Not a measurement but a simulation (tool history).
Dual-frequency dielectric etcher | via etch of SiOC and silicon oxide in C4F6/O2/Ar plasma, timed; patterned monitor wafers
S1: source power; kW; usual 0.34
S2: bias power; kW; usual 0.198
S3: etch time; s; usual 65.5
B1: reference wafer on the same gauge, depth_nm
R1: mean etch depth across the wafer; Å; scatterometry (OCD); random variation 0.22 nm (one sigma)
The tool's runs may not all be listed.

run 1 hour=0 | S1=0.34 S2=0.198 S3=65.5 | B1=70.7 | R1=721
run 2 hour=29.8 | S1=0.34 S2=0.198 S3=65.5 | B1=70.7 | R1=720
run 3 hour=59.2 | S1=0.34 S2=0.198 S3=65.5 | B1=70.7 | R1=716
-- hour=82 gauge calibrated
-- hour=95 wet clean of the chamber
-- hour=115.8 upper electrode replaced
run 4 hour=116.3 | S1=0.34 S2=0.198 S3=65.5 | B1=70.7 | R1=735
run 5 hour=116.7 | S1=0.34 S2=0.198 S3=65.5 | B1=70.8 | R1=739
run 6 hour=119.8 | S1=0.34 S2=0.198 S3=75.5 | B1=70.8 | R1=843
run 7 hour=135.7 | S1=0.34 S2=0.198 S3=75.5 | B1=70.7 | R1=848
-- hour=146 source power generator calibrated
run 8 hour=152.2 | S1=0.38 S2=0.215 S3=83.5 | B1=70.7 | R1=997
run 9 hour=170 | S1=0.36 S2=0.198 S3=65.5 | B1=70.8 | R1=750
run 10 hour=182.3 | S1=0.4 S2=0.247 S3=85 | B1=70.7 | R1=1076
-- hour=199.2 bias power generator calibrated
run 11 hour=203.3 | S1=0.38 S2=0.215 S3=83.5 | B1=70.7 | R1=994
run 12 hour=232.6 | S1=0.4 S2=0.198 S3=65.5 | B1=70.7 | R1=777
-- hour=235 gauge calibrated
run 13 hour=255.4 | S1=0.34 S2=0.198 S3=65.5 | B1=70.8 | R1=736
run 14 hour=281.3 | S1=0.26 S2=0.198 S3=55.5 | B1=70.8 | R1=562
run 15 hour=303.9 | S1=0.34 S2=0.218 S3=53.5 | B1=70.7 | R1=612

Measured less the same run without the tool's hidden state. The same run-to-run variation is in both; the gauge's scatter may not be:
The hidden state here: etch rate over this chamber's usual, %; source power that arrives over what is set, %; bias power that arrives over what is set, %; gauge reads high (%).
run=1 R1=-19
run=2 R1=-21
run=3 R1=-22
run=4 R1=-1
run=5 R1=+0
run=6 R1=+0
run=7 R1=-2
run=8 R1=-3
run=9 R1=-3
run=10 R1=-5
run=11 R1=-6
run=12 R1=-6
run=13 R1=-7
run=14 R1=-7
run=15 R1=-8
